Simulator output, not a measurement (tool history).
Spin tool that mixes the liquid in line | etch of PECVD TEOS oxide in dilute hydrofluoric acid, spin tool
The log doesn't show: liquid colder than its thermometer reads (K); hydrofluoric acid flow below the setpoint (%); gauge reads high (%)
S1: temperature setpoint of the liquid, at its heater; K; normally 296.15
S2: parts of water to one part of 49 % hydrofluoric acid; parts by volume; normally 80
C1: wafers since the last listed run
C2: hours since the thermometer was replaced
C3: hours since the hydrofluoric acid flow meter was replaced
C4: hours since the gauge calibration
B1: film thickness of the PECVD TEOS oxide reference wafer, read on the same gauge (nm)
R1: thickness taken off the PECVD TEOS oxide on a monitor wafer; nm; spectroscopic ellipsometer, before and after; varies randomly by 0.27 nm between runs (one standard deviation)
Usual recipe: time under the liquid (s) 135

{"run": 1, "hour": 0.0, "S1": 296.15, "S2": 80, "time under the liquid (s)": 180, "C1": 0, "C2": 406.5, "C3": 2244.7, "C4": 31, "B1": 30.01, "R1": 55.64}
{"run": 2, "hour": 11.4, "S1": 296.15, "S2": 100, "time under the liquid (s)": 180, "C1": 84, "C2": 417.9, "C3": 2256.1, "C4": 42.4, "B1": 29.97, "R1": 43.85}
{"run": 3, "hour": 22.2, "S1": 296.15, "S2": 100, "time under the liquid (s)": 180, "C1": 79, "C2": 428.7, "C3": 2266.9, "C4": 53.2, "B1": 30, "R1": 44.3}
{"run": 4, "hour": 31.2, "S1": 296.15, "S2": 100, "time under the liquid (s)": 180, "C1": 66, "C2": 437.7, "C3": 2275.9, "C4": 62.2, "B1": 29.99, "R1": 43.86}
{"run": 5, "hour": 39.6, "S1": 296.15, "S2": 55, "time under the liquid (s)": 135, "C1": 62, "C2": 446.1, "C3": 2284.3, "C4": 70.6, "B1": 30.01, "R1": 63.17}
{"run": 6, "hour": 55.2, "S1": 296.15, "S2": 55, "time under the liquid (s)": 135, "C1": 115, "C2": 461.7, "C3": 2299.9, "C4": 86.2, "B1": 30.01, "R1": 62.49}
{"run": 7, "hour": 66.8, "S1": 296.15, "S2": 80, "time under the liquid (s)": 165, "C1": 85, "C2": 473.3, "C3": 2311.5, "C4": 97.8, "B1": 29.98, "R1": 51.05}
{"run": 8, "hour": 83.7, "S1": 297.15, "S2": 80, "time under the liquid (s)": 135, "C1": 124, "C2": 490.2, "C3": 2328.4, "C4": 114.7, "B1": 30.01, "R1": 43.68}
{"run": 9, "hour": 101.0, "S1": 296.15, "S2": 80, "time under the liquid (s)": 135, "C1": 127, "C2": 507.5, "C3": 2345.7, "C4": 132, "B1": 29.99, "R1": 41.36}
{"run": 10, "hour": 142.5, "S1": 296.15, "S2": 80, "time under the liquid (s)": 135, "C1": 306, "C2": 549, "C3": 2387.2, "C4": 173.5, "B1": 29.99, "R1": 41.61}
{"run": 11, "hour": 156.1, "S1": 298.65, "S2": 70, "time under the liquid (s)": 135, "C1": 100, "C2": 562.6, "C3": 2400.8, "C4": 187.1, "B1": 30, "R1": 53.22}
{"run": 12, "hour": 173.0, "S1": 298.65, "S2": 70, "time under the liquid (s)": 135, "C1": 124, "C2": 579.5, "C3": 2417.7, "C4": 204, "B1": 30.02, "R1": 52.42}
{"run": 13, "hour": 186.5, "S1": 296.15, "S2": 80, "time under the liquid (s)": 75, "C1": 99, "C2": 593, "C3": 2431.2, "C4": 217.5, "B1": 30, "R1": 23.18}
{"hour": 198.0, "done": "gauge calibrated"}
{"run": 14, "hour": 214.1, "S1": 296.15, "S2": 80, "time under the liquid (s)": 135, "C1": 203, "C2": 620.6, "C3": 2458.8, "C4": 16.1, "B1": 30.01, "R1": 40.96}
{"run": 15, "hour": 225.4, "S1": 296.15, "S2": 80, "time under the liquid (s)": 135, "C1": 83, "C2": 631.9, "C3": 2470.1, "C4": 27.4, "B1": 29.98, "R1": 41.35}
{"hour": 234.7, "done": "hydrofluoric acid flow meter replaced"}
{"run": 16, "hour": 240.5, "S1": 291.65, "S2": 100, "time under the liquid (s)": 170, "C1": 104, "C2": 647, "C3": 5.8, "C4": 42.5, "B1": 29.98, "R1": 33.65}
{"run": 17, "hour": 251.3, "S1": 296.15, "S2": 100, "time under the liquid (s)": 180, "C1": 79, "C2": 657.8, "C3": 16.6, "C4": 53.3, "B1": 29.98, "R1": 42.94}
{"hour": 253.5, "done": "thermometer replaced"}
{"run": 18, "hour": 268.2, "S1": 297.65, "S2": 50, "time under the liquid (s)": 80, "C1": 117, "C2": 14.7, "C3": 33.5, "C4": 70.2, "B1": 29.98, "R1": 46}
{"run": 19, "hour": 283.1, "S1": 292.15, "S2": 80, "time under the liquid (s)": 135, "C1": 110, "C2": 29.6, "C3": 48.4, "C4": 85.1, "B1": 30.01, "R1": 37.1}
{"run": 20, "hour": 300.0, "S1": 292.65, "S2": 40, "time under the liquid (s)": 155, "C1": 124, "C2": 46.5, "C3": 65.3, "C4": 102, "B1": 29.98, "R1": 91.25}
{"run": 21, "hour": 315.0, "S1": 293.65, "S2": 80, "time under the liquid (s)": 55, "C1": 110, "C2": 61.5, "C3": 80.3, "C4": 117, "B1": 29.99, "R1": 16.04}
{"run": 22, "hour": 329.1, "S1": 296.15, "S2": 80, "time under the liquid (s)": 135, "C1": 104, "C2": 75.6, "C3": 94.4, "C4": 131.1, "B1": 30.02, "R1": 43.92}
{"run": 23, "hour": 341.6, "S1": 296.15, "S2": 45, "time under the liquid (s)": 135, "C1": 92, "C2": 88.1, "C3": 106.9, "C4": 143.6, "B1": 30.01, "R1": 80.95}
{"run": 24, "hour": 349.0, "S1": 297.15, "S2": 80, "time under the liquid (s)": 135, "C1": 54, "C2": 95.5, "C3": 114.3, "C4": 151, "B1": 30.01, "R1": 45.31}
{"run": 25, "hour": 361.0, "S1": 296.15, "S2": 70, "time under the liquid (s)": 80, "C1": 88, "C2": 107.5, "C3": 126.3, "C4": 163, "B1": 29.99, "R1": 29.69}
{"run": 26, "hour": 369.9, "S1": 296.15, "S2": 80, "time under the liquid (s)": 160, "C1": 65, "C2": 116.4, "C3": 135.2, "C4": 171.9, "B1": 30, "R1": 51.56}
{"run": 27, "hour": 378.5, "S1": 292.15, "S2": 55, "time under the liquid (s)": 165, "C1": 63, "C2": 125, "C3": 143.8, "C4": 180.5, "B1": 30, "R1": 67.12}
{"run": 28, "hour": 389.3, "S1": 299.15, "S2": 60, "time under the liquid (s)": 90, "C1": 79, "C2": 135.8, "C3": 154.6, "C4": 191.3, "B1": 29.99, "R1": 44.26}
{"run": 29, "hour": 396.0, "S1": 291.65, "S2": 80, "time under the liquid (s)": 200, "C1": 49, "C2": 142.5, "C3": 161.3, "C4": 198, "B1": 30, "R1": 52.89}
{"run": 30, "hour": 404.8, "S1": 296.15, "S2": 80, "time under the liquid (s)": 135, "C1": 64, "C2": 151.3, "C3": 170.1, "C4": 206.8, "B1": 29.98, "R1": 43.15}

What does the tool deliver on the next run?
{"run": 31, "hour": 415.8, "S1": 296.15, "S2": 45, "time under the liquid (s)": 70, "C1": 81, "C2": 162.3, "C3": 181.1, "C4": 217.8, "B1": "?", "R1": "?"}

{"run 31": {"B1": 30, "R1": 41.14}}
Take away the tool's hidden state, keep the run-to-run variation as it was, and the same run would have given R1 42.08 nm.

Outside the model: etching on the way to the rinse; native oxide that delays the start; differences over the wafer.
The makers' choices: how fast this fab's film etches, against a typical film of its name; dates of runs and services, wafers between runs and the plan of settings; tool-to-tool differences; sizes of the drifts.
